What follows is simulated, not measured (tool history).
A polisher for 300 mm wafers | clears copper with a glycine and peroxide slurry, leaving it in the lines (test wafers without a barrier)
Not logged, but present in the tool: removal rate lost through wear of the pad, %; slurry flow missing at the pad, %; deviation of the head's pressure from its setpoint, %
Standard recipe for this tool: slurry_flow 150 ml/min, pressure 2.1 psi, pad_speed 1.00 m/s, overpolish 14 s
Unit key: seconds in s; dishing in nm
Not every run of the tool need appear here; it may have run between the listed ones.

| run | day | slurry_flow | pressure | pad_speed | overpolish | wafers since the last listed run | wafers polished on this pad | hours since the slurry nozzle was cleaned | hours since the head pressure was calibrated | incoming thickness of the incoming film, nm | seconds | dishing |
|---|---|---|---|---|---|---|---|---|---|---|---|---|
| 1 | 0.000 | 150 | 2.1 | 1.00 | 14 | 0 | 866 | 166.3 | 590.1 | 456.3 | 117.7 | 36.6 |
| 2 | 0.488 | 115 | 2.1 | 1.00 | 14 | 60 | 927 | 178.0 | 601.8 | 463.6 | 127.6 | 34.2 |
| 3 | 1.229 | 150 | 2.1 | 0.76 | 14 | 92 | 1020 | 195.8 | 619.6 | 462.7 | 150.1 | 30.6 |
| 4 | 1.592 | 150 | 2.1 | 0.76 | 14 | 45 | 1066 | 204.5 | 628.3 | 457.4 | 151.6 | 31.1 |
| 5 | 2.308 | 190 | 2.1 | 0.80 | 14 | 89 | 1155 | 221.7 | 645.5 | 455.5 | 135.9 | 32.0 |
|  | 2.679 | worn pad replaced by a new one |
| 6 | 3.029 | 190 | 2.1 | 0.80 | 14 | 69 | 43 | 239.0 | 662.8 | 453.5 | 125.1 | 35.7 |
| 7 | 3.542 | 190 | 2.1 | 0.80 | 14 | 64 | 107 | 251.3 | 675.1 | 459.4 | 126.9 | 34.6 |
| 8 | 4.038 | 150 | 2.1 | 1.00 | 19 | 62 | 169 | 263.2 | 687.0 | 467.1 | 120.0 | 50.4 |
| 9 | 4.729 | 150 | 2.1 | 1.00 | 19 | 86 | 256 | 279.8 | 703.6 | 458.6 | 121.6 | 48.8 |
| 10 | 5.258 | 150 | 2.1 | 1.00 | 14 | 66 | 322 | 292.5 | 716.3 | 464.0 | 124.1 | 36.1 |
| 11 | 5.767 | 150 | 2.1 | 1.00 | 14 | 63 | 386 | 304.7 | 728.5 | 459.5 | 122.3 | 35.9 |
| 12 | 6.508 | 150 | 2.1 | 1.00 | 14 | 92 | 478 | 322.5 | 746.3 | 465.4 | 131.0 | 34.6 |
| 13 | 7.254 | 150 | 2.1 | 1.00 | 14 | 93 | 572 | 340.4 | 764.2 | 460.5 | 131.8 | 34.0 |
|  | 7.304 | slurry nozzle cleaned |
| 14 | 7.642 | 135 | 2.7 | 0.78 | 17 | 43 | 615 | 8.1 | 773.5 | 464.7 | 120.4 | 44.3 |
| 15 | 7.925 | 115 | 2.3 | 0.78 | 20 | 35 | 650 | 14.9 | 780.3 | 467.0 | 150.0 | 43.0 |
| 16 | 8.300 | 185 | 2.1 | 0.74 | 14 | 46 | 697 | 23.9 | 789.3 | 458.8 | 140.3 | 32.3 |
| 17 | 9.012 | 150 | 2.1 | 1.00 | 14 | 89 | 787 | 41.0 | 806.4 | 458.2 | 117.8 | 37.7 |
| 18 | 9.454 | 120 | 2.1 | 1.00 | 14 | 55 | 842 | 51.6 | 817.0 | 457.3 | 119.9 | 34.7 |
| 19 | 10.129 | 150 | 2.1 | 1.00 | 14 | 84 | 926 | 67.8 | 833.2 | 458.4 | 118.5 | 35.8 |
| 20 | 10.812 | 195 | 2.5 | 1.32 | 10 | 85 | 1012 | 84.2 | 849.6 | 458.2 | 81.4 | 39.2 |
| 21 | 11.433 | 150 | 2.1 | 1.14 | 14 | 77 | 1089 | 99.1 | 864.5 | 455.5 | 106.2 | 41.0 |
|  | 11.917 | head pressure recalibrated |
| 22 | 12.054 | 165 | 2.1 | 1.22 | 14 | 67 | 1157 | 114.0 | 3.3 | 459.9 | 101.5 | 41.8 |
| 23 | 12.683 | 105 | 2.5 | 0.90 | 20 | 78 | 1235 | 129.1 | 18.4 | 460.4 | 127.3 | 48.3 |
| 24 | 13.400 | 150 | 2.1 | 1.00 | 14 | 89 | 1325 | 146.3 | 35.6 | 460.7 | 122.0 | 34.9 |
| 25 | 13.754 | 110 | 1.4 | 0.64 | 12 | 44 | 1369 | 154.8 | 44.1 | 457.4 | 233.2 | 17.4 |
| 26 | 14.021 | 150 | 2.1 | 1.00 | 14 | 33 | 1403 | 161.2 | 50.5 | 456.9 | 123.5 | 35.8 |
|  | 14.471 | worn pad replaced by a new one |
| 27 | 14.729 | 150 | 2.1 | 1.00 | 14 | 67 | 32 | 178.2 | 67.5 | 463.0 | 106.9 | 41.0 |
| 28 | 15.458 | 190 | 2.1 | 0.80 | 14 | 91 | 123 | 195.7 | 85.0 | 455.7 | 125.3 | 33.5 |
| 29 | 15.896 | 150 | 2.1 | 1.00 | 14 | 54 | 178 | 206.2 | 95.5 | 460.2 | 117.1 | 37.1 |
| 30 | 16.162 | 150 | 1.9 | 1.00 | 17 | 33 | 211 | 212.6 | 101.9 | 449.9 | 121.0 | 44.0 |
| 31 | 16.825 | 185 | 2.1 | 1.00 | 14 | 82 | 294 | 228.5 | 117.8 | 463.5 | 113.3 | 37.4 |
| 32 | 17.488 | 150 | 2.1 | 1.00 | 14 | 82 | 377 | 244.4 | 133.7 | 456.3 | 121.7 | 36.2 |
| 33 | 17.738 | 150 | 2.1 | 1.00 | 14 | 31 | 408 | 250.4 | 139.7 | 454.2 | 121.2 | 35.8 |
| 34 | 18.112 | 175 | 1.8 | 0.72 | 17 | 46 | 455 | 259.4 | 148.7 | 467.4 | 172.7 | 31.9 |
| 35 | 18.375 | 195 | 2.8 | 1.26 | 14 | 32 | 488 | 265.7 | 155.0 | 453.7 | 76.7 | 53.2 |
| 36 | 18.817 | 110 | 1.6 | 0.82 | 21 | 55 | 543 | 276.3 | 165.6 | 457.0 | 197.2 | 33.9 |

Some steps in seconds between neighbouring runs. How much of each would the tool show without its hidden state too (settings, what came in, random variation), and how much is left for the hidden state, with any gauge scatter that isn't in both results?
Run 24 -> 25: slurry_flow 150 -> 110, pressure 2.1 -> 1.4, pad_speed 1.00 -> 0.64, overpolish 14 -> 12. seconds +111.2 s: hidden state +21.3, all else +89.9.
Run 25 -> 26: slurry_flow 110 -> 150, pressure 1.4 -> 2.1, pad_speed 0.64 -> 1.00, overpolish 12 -> 14. seconds -109.7 s: hidden state -20.5, all else -89.2.
Run 35 -> 36: slurry_flow 195 -> 110, pressure 2.8 -> 1.6, pad_speed 1.26 -> 0.82, overpolish 14 -> 21. seconds +120.5 s: hidden state +32.8, all else +87.7.
